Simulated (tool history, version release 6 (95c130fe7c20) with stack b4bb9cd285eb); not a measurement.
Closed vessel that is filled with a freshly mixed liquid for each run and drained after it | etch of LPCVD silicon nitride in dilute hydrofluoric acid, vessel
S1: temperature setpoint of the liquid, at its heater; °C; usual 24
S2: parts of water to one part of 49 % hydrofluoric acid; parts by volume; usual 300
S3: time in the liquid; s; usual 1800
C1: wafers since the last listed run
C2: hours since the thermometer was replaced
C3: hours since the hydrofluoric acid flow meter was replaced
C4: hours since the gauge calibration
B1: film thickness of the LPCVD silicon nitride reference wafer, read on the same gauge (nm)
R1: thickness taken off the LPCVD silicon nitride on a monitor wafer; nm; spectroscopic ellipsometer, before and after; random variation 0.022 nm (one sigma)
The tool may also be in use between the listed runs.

Run 1, hour 0: usual settings; C1 0; C2 427.5; C3 1338.4; C4 397.6; B1 49.993. Result: R1 3.522 nm.
Run 2, hour 62: usual settings; C1 1553; C2 489.5; C3 1400.4; C4 459.6; B1 50.005. Result: R1 3.5 nm.
Run 3, hour 262.3: usual settings; C1 5017; C2 689.8; C3 1600.7; C4 659.9; B1 49.988. Result: R1 3.517 nm.
Run 4, hour 318.1: usual settings but S1 27.5 °C; C1 1397; C2 745.6; C3 1656.5; C4 715.7; B1 49.971. Result: R1 4.299 nm.
Run 5, hour 347.9: usual settings but S1 27.5 °C; C1 746; C2 775.4; C3 1686.3; C4 745.5; B1 49.994. Result: R1 4.302 nm.
Run 6, hour 391.9: usual settings but S1 27.5 °C; C1 1102; C2 819.4; C3 1730.3; C4 789.5; B1 50.024. Result: R1 4.332 nm.
At hour 510.2: thermometer replaced.
Run 7, hour 515.3: usual settings but S1 27.5 °C, S3 2045 s; C1 3066; C2 5.1; C3 1853.7; C4 912.9; B1 50.002. Result: R1 4.912 nm.
Run 8, hour 569.3: usual settings; C1 1352; C2 59.1; C3 1907.7; C4 966.9; B1 50.007. Result: R1 3.512 nm.
At hour 570.7: hydrofluoric acid flow meter replaced.
Run 9, hour 607: usual settings; C1 919; C2 96.8; C3 36.3; C4 1004.6; B1 49.987. Result: R1 3.517 nm.
At hour 657.5: gauge calibrated.
Run 10, hour 673.7: usual settings but S1 27.5 °C; C1 1670; C2 163.5; C3 103; C4 16.2; B1 49.999. Result: R1 4.28 nm.
Run 11, hour 713.1: usual settings but S1 20.5 °C, S2 375 parts by volume, S3 1170 s; C1 987; C2 202.9; C3 142.4; C4 55.6; B1 50.005. Result: R1 1.471 nm.
Run 12, hour 739.6: usual settings but S1 27.5 °C; C1 663; C2 229.4; C3 168.9; C4 82.1; B1 49.995. Result: R1 4.37 nm.
Run 13, hour 769.1: usual settings but S1 22.5 °C, S2 165 parts by volume, S3 1250 s; C1 739; C2 258.9; C3 198.4; C4 111.6; B1 49.996. Result: R1 4.034 nm.
Run 14, hour 830: usual settings; C1 1525; C2 319.8; C3 259.3; C4 172.5; B1 49.994. Result: R1 3.525 nm.
Run 15, hour 868.5: usual settings but S1 28.5 °C, S2 420 parts by volume, S3 1070 s; C1 964; C2 358.3; C3 297.8; C4 211; B1 49.995. Result: R1 1.912 nm.
Run 16, hour 919.7: usual settings but S1 25.5 °C, S3 1475 s; C1 1282; C2 409.5; C3 349; C4 262.2; B1 50.006. Result: R1 3.162 nm.
Run 17, hour 969.7: usual settings but S2 420 parts by volume, S3 1480 s; C1 1252; C2 459.5; C3 399; C4 312.2; B1 49.999. Result: R1 2.055 nm.
Run 18, hour 1002.1: usual settings but S1 20.5 °C, S2 240 parts by volume, S3 1495 s; C1 811; C2 491.9; C3 431.4; C4 344.6; B1 49.991. Result: R1 2.915 nm.

5 ways to go on from here, each from the tool as it stands after run 18. What would each give?
Run A, hour 1003.2: usual settings; C1 27; C2 493; C3 432.5; C4 345.7; B1 ?. Result: R1 ?.
Run B, hour 1003.2: usual settings but S1 27 °C; C1 27; C2 493; C3 432.5; C4 345.7; B1 ?. Result: R1 ?.
Run C, hour 1003.2: usual settings but S2 165 parts by volume; C1 27; C2 493; C3 432.5; C4 345.7; B1 ?. Result: R1 ?.
Run D, hour 1003.2: usual settings but S2 370 parts by volume, S3 2455 s; C1 27; C2 493; C3 432.5; C4 345.7; B1 ?. Result: R1 ?.
Run E, hour 1003.2: usual settings but S2 385 parts by volume; C1 27; C2 493; C3 432.5; C4 345.7; B1 ?. Result: R1 ?.

run     B1     R1
  A  50.01   3.51
  B  50.01  4.204
  C  50.01  6.346
  D  50.01   3.89
  E  50.01  2.742
Without the tool's hidden state the same runs would have given:
run     R1
  A   3.51
  B  4.204
  C  6.346
  D   3.89
  E  2.742

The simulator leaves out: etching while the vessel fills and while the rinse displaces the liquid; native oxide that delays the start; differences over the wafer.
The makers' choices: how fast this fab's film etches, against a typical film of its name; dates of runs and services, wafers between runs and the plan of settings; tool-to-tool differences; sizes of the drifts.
